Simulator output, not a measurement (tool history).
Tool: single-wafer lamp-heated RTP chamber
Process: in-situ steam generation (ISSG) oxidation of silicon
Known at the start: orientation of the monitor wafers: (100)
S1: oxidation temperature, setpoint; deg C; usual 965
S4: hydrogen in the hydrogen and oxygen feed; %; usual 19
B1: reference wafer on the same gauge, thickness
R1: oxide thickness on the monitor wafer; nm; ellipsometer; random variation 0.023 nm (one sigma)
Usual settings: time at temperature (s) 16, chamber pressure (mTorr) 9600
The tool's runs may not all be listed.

{"run": 1, "hour": 0.0, "S1": 965, "time at temperature (s)": 16, "chamber pressure (mTorr)": 9600, "S4": 19, "B1": 3.534, "R1": 4.136}
{"run": 2, "hour": 71.7, "S1": 965, "time at temperature (s)": 16, "chamber pressure (mTorr)": 9600, "S4": 19, "B1": 3.539, "R1": 4.135}
{"run": 3, "hour": 122.3, "S1": 965, "time at temperature (s)": 16, "chamber pressure (mTorr)": 9600, "S4": 19, "B1": 3.532, "R1": 4.093}
{"run": 4, "hour": 166.6, "S1": 965, "time at temperature (s)": 16, "chamber pressure (mTorr)": 9600, "S4": 19, "B1": 3.528, "R1": 4.14}
{"run": 5, "hour": 234.1, "S1": 965, "time at temperature (s)": 16, "chamber pressure (mTorr)": 9600, "S4": 19, "B1": 3.532, "R1": 4.171}
{"run": 6, "hour": 314.8, "S1": 965, "time at temperature (s)": 16, "chamber pressure (mTorr)": 9600, "S4": 19, "B1": 3.532, "R1": 4.139}
{"run": 7, "hour": 412.4, "S1": 965, "time at temperature (s)": 16, "chamber pressure (mTorr)": 10100, "S4": 19, "B1": 3.529, "R1": 4.184}
{"run": 8, "hour": 454.1, "S1": 965, "time at temperature (s)": 16, "chamber pressure (mTorr)": 10100, "S4": 19, "B1": 3.526, "R1": 4.196}
{"run": 9, "hour": 556.1, "S1": 965, "time at temperature (s)": 16, "chamber pressure (mTorr)": 9600, "S4": 19, "B1": 3.536, "R1": 4.253}
{"hour": 582.9, "done": "pyrometer window cleaned and pyrometer calibrated"}
{"run": 10, "hour": 594.5, "S1": 958, "time at temperature (s)": 22, "chamber pressure (mTorr)": 10100, "S4": 19, "B1": 3.529, "R1": 4.59}
{"run": 11, "hour": 635.2, "S1": 959, "time at temperature (s)": 19, "chamber pressure (mTorr)": 9600, "S4": 19, "B1": 3.533, "R1": 4.393}
{"run": 12, "hour": 715.1, "S1": 965, "time at temperature (s)": 13, "chamber pressure (mTorr)": 9600, "S4": 19, "B1": 3.536, "R1": 3.765}
{"run": 13, "hour": 793.1, "S1": 965, "time at temperature (s)": 14, "chamber pressure (mTorr)": 8800, "S4": 19, "B1": 3.521, "R1": 3.919}
{"run": 14, "hour": 833.9, "S1": 965, "time at temperature (s)": 16, "chamber pressure (mTorr)": 9600, "S4": 28, "B1": 3.527, "R1": 4.546}
{"hour": 859.3, "done": "pressure gauge zeroed"}
{"run": 15, "hour": 880.4, "S1": 965, "time at temperature (s)": 16, "chamber pressure (mTorr)": 8800, "S4": 24, "B1": 3.528, "R1": 4.42}
{"hour": 886.5, "done": "gauge calibrated"}
{"run": 16, "hour": 926.4, "S1": 948, "time at temperature (s)": 20, "chamber pressure (mTorr)": 9600, "S4": 23, "B1": 3.533, "R1": 4.544}
{"run": 17, "hour": 964.9, "S1": 965, "time at temperature (s)": 16, "chamber pressure (mTorr)": 9600, "S4": 19, "B1": 3.526, "R1": 4.19}
{"run": 18, "hour": 1012.9, "S1": 973, "time at temperature (s)": 21, "chamber pressure (mTorr)": 8300, "S4": 16, "B1": 3.532, "R1": 4.763}
{"hour": 1100.7, "done": "pyrometer window cleaned and pyrometer calibrated"}
{"run": 19, "hour": 1103.1, "S1": 965, "time at temperature (s)": 16, "chamber pressure (mTorr)": 8400, "S4": 19, "B1": 3.534, "R1": 4.178}
{"run": 20, "hour": 1188.3, "S1": 965, "time at temperature (s)": 21, "chamber pressure (mTorr)": 9600, "S4": 24, "B1": 3.53, "R1": 4.824}
{"run": 21, "hour": 1263.4, "S1": 965, "time at temperature (s)": 16, "chamber pressure (mTorr)": 9600, "S4": 14, "B1": 3.526, "R1": 3.902}
{"run": 22, "hour": 1367.7, "S1": 965, "time at temperature (s)": 16, "chamber pressure (mTorr)": 9600, "S4": 19, "B1": 3.53, "R1": 4.145}
{"run": 23, "hour": 1404.6, "S1": 955, "time at temperature (s)": 16, "chamber pressure (mTorr)": 9600, "S4": 19, "B1": 3.528, "R1": 4.064}
{"run": 24, "hour": 1443.9, "S1": 971, "time at temperature (s)": 16, "chamber pressure (mTorr)": 8800, "S4": 19, "B1": 3.526, "R1": 4.315}
{"run": 25, "hour": 1495.1, "S1": 965, "time at temperature (s)": 16, "chamber pressure (mTorr)": 9600, "S4": 19, "B1": 3.529, "R1": 4.218}
{"run": 26, "hour": 1557.7, "S1": 965, "time at temperature (s)": 19, "chamber pressure (mTorr)": 9100, "S4": 11, "B1": 3.522, "R1": 4.086}
{"run": 27, "hour": 1598.7, "S1": 947, "time at temperature (s)": 16, "chamber pressure (mTorr)": 9600, "S4": 19, "B1": 3.527, "R1": 3.989}
{"run": 28, "hour": 1656.7, "S1": 973, "time at temperature (s)": 21, "chamber pressure (mTorr)": 8300, "S4": 16, "B1": 3.531, "R1": 4.802}
{"hour": 1686.7, "done": "pyrometer window cleaned and pyrometer calibrated"}
{"run": 29, "hour": 1762.4, "S1": 974, "time at temperature (s)": 22, "chamber pressure (mTorr)": 10200, "S4": 26, "B1": 3.534, "R1": 5.102}
{"run": 30, "hour": 1823.5, "S1": 947, "time at temperature (s)": 16, "chamber pressure (mTorr)": 10200, "S4": 14, "B1": 3.532, "R1": 3.64}
{"run": 31, "hour": 1928.6, "S1": 983, "time at temperature (s)": 16, "chamber pressure (mTorr)": 9100, "S4": 13, "B1": 3.534, "R1": 4.111}

4 ways to go on from here, each from the tool as it stands after run 31. What would each give?
{"run": "A", "hour": 1929.0, "S1": 965, "time at temperature (s)": 16, "chamber pressure (mTorr)": 9600, "S4": 19, "B1": "?", "R1": "?"}
{"run": "B", "hour": 1929.0, "S1": 958, "time at temperature (s)": 16, "chamber pressure (mTorr)": 9600, "S4": 19, "B1": "?", "R1": "?"}
{"run": "C", "hour": 1929.0, "S1": 978, "time at temperature (s)": 11, "chamber pressure (mTorr)": 9200, "S4": 26, "B1": "?", "R1": "?"}
{"run": "D", "hour": 1929.0, "S1": 965, "time at temperature (s)": 16, "chamber pressure (mTorr)": 9200, "S4": 19, "B1": "?", "R1": "?"}

run=A B1=3.530 R1=4.175
run=B B1=3.530 R1=4.089
run=C B1=3.530 R1=4.045
run=D B1=3.530 R1=4.199
Without the tool's hidden state the same runs would have given:
run=A R1=4.150
run=B R1=4.065
run=C R1=4.022
run=D R1=4.173
